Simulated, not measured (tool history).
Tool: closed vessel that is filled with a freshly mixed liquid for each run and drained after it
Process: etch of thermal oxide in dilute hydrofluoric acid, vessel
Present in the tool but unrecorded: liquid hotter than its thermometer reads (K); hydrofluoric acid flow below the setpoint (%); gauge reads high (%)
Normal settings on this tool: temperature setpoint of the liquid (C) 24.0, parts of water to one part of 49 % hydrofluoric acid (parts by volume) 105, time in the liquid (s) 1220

| run | hour | temperature setpoint of the liquid (C) | parts of water to one part of 49 % hydrofluoric acid (parts by volume) | time in the liquid (s) | wafers since the last listed run | hours since the thermometer was replaced | hours since the hydrofluoric acid flow meter was replaced | hours since the gauge calibration | read-back film thickness of the thermal oxide reference wafer, read on the same gauge (nm) | thickness taken off the thermal oxide on a monitor wafer (Å) |
|---|---|---|---|---|---|---|---|---|---|---|
| 1 | 0.0 | 24.0 | 105 | 1220 | 0 | 380.3 | 1960.5 | 643.7 | 50.03 | 475.4 |
| 2 | 31.3 | 24.0 | 105 | 1220 | 2123 | 411.6 | 1991.8 | 675.0 | 50.01 | 474.2 |
| 3 | 88.8 | 24.0 | 105 | 1220 | 3900 | 469.1 | 2049.3 | 732.5 | 50.01 | 477.4 |
| 4 | 124.7 | 24.0 | 105 | 1220 | 2435 | 505.0 | 2085.2 | 768.4 | 50.02 | 480.4 |
| 5 | 155.7 | 24.0 | 105 | 1220 | 2102 | 536.0 | 2116.2 | 799.4 | 49.99 | 472.6 |
| 6 | 184.3 | 24.0 | 75 | 1220 | 1939 | 564.6 | 2144.8 | 828.0 | 50.05 | 688.5 |
|  | 311.4 | thermometer replaced |
| 7 | 381.7 | 24.0 | 75 | 1220 | 13321 | 70.3 | 2342.2 | 1025.4 | 49.97 | 700.8 |
|  | 407.6 | hydrofluoric acid flow meter replaced |
|  | 483.2 | gauge calibrated |
| 8 | 575.8 | 24.0 | 105 | 835 | 13097 | 264.4 | 168.2 | 92.6 | 50.00 | 324.2 |
| 9 | 621.1 | 22.5 | 135 | 1220 | 3072 | 309.7 | 213.5 | 137.9 | 50.03 | 333.9 |
| 10 | 668.9 | 24.0 | 105 | 1220 | 3242 | 357.5 | 261.3 | 185.7 | 49.98 | 474.8 |
| 11 | 729.3 | 24.0 | 75 | 1220 | 4096 | 417.9 | 321.7 | 246.1 | 50.02 | 696.4 |
| 12 | 789.0 | 25.5 | 145 | 1530 | 4049 | 477.6 | 381.4 | 305.8 | 50.00 | 441.2 |
| 13 | 832.7 | 24.0 | 125 | 1565 | 2964 | 521.3 | 425.1 | 349.5 | 50.00 | 502.5 |
|  | 862.9 | thermometer replaced |
| 14 | 891.6 | 19.0 | 70 | 935 | 3927 | 28.7 | 484.0 | 408.4 | 50.01 | 470.5 |
| 15 | 940.1 | 24.0 | 105 | 1220 | 3289 | 77.2 | 532.5 | 456.9 | 49.99 | 477.4 |
| 16 | 982.6 | 19.5 | 105 | 580 | 2882 | 119.7 | 575.0 | 499.4 | 50.01 | 190.7 |

Branching from run 16: 5 alternative next runs. What would each branch give?
| A | 983.6 | 26.0 | 105 | 1220 | 67 | 120.7 | 576.0 | 500.4 | ? | ? |
| B | 983.6 | 29.0 | 145 | 1220 | 67 | 120.7 | 576.0 | 500.4 | ? | ? |
| C | 983.6 | 27.0 | 60 | 1630 | 67 | 120.7 | 576.0 | 500.4 | ? | ? |
| D | 983.6 | 21.0 | 145 | 830 | 67 | 120.7 | 576.0 | 500.4 | ? | ? |
| E | 983.6 | 20.0 | 130 | 1220 | 67 | 120.7 | 576.0 | 500.4 | ? | ? |

| run | read-back film thickness of the thermal oxide reference wafer, read on the same gauge (nm) | thickness taken off the thermal oxide on a monitor wafer (Å) |
|---|---|---|
| A | 50.00 | 521.5 |
| B | 50.00 | 401.6 |
| C | 50.00 | 1347.1 |
| D | 50.00 | 201.6 |
| E | 50.00 | 322.8 |
Without the tool's unlogged condition, the same runs would have read:
| run | thickness taken off the thermal oxide on a monitor wafer (Å) |
|---|---|
| A | 521.5 |
| B | 401.6 |
| C | 1347.1 |
| D | 201.6 |
| E | 322.8 |
